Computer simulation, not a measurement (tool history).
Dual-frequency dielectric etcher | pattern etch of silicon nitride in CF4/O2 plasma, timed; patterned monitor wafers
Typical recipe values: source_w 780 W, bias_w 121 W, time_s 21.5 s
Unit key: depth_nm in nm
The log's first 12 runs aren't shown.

run,day,source_w,bias_w,time_s,"read-back reference wafer on the same gauge, depth_nm",depth_nm
13,11.608,730,133,21.5,59.1,48.8
14,12.879,850,121,20,59,52
15,14.196,780,131,19.5,58.9,47.5
16,15.679,780,121,21.5,59,50.9
17,16.75,910,109,18.5,59,50.5
18,17.804,780,121,17,59.1,40.5
19,18.938,860,135,21.5,59.1,59.1
# day 19.504: gauge calibrated
20,20.204,780,121,21.5,59.1,51
21,20.712,700,141,16,59,35.8
22,21.679,880,144,26,59,74.6
23,22.571,780,121,21.5,58.9,51.8
24,23.775,780,132,21.5,58.8,53
25,24.629,630,121,21.5,59.1,40.5
# day 26.475: wet clean of the chamber
26,26.496,780,121,16.5,59,39.4
27,26.592,920,100,23.5,59,63
28,27.138,780,121,21.5,59.1,51.6
29,27.867,780,121,21.5,58.9,51.6
30,29.012,890,136,23.5,58.9,67.9

Forecast each of these 4 alternatives for the next run:
A,29.029,780,121,21.5,?,?
B,29.029,600,121,19.5,?,?
C,29.029,620,109,21.5,?,?
D,29.029,690,150,17.5,?,?

run,"read-back reference wafer on the same gauge, depth_nm",depth_nm
A,59,51.8
B,59,35.3
C,59,39
D,59,39.8
Had the tool no hidden state, the same runs would have come out as:
run,depth_nm
A,51.2
B,34.9
C,38.5
D,39.3

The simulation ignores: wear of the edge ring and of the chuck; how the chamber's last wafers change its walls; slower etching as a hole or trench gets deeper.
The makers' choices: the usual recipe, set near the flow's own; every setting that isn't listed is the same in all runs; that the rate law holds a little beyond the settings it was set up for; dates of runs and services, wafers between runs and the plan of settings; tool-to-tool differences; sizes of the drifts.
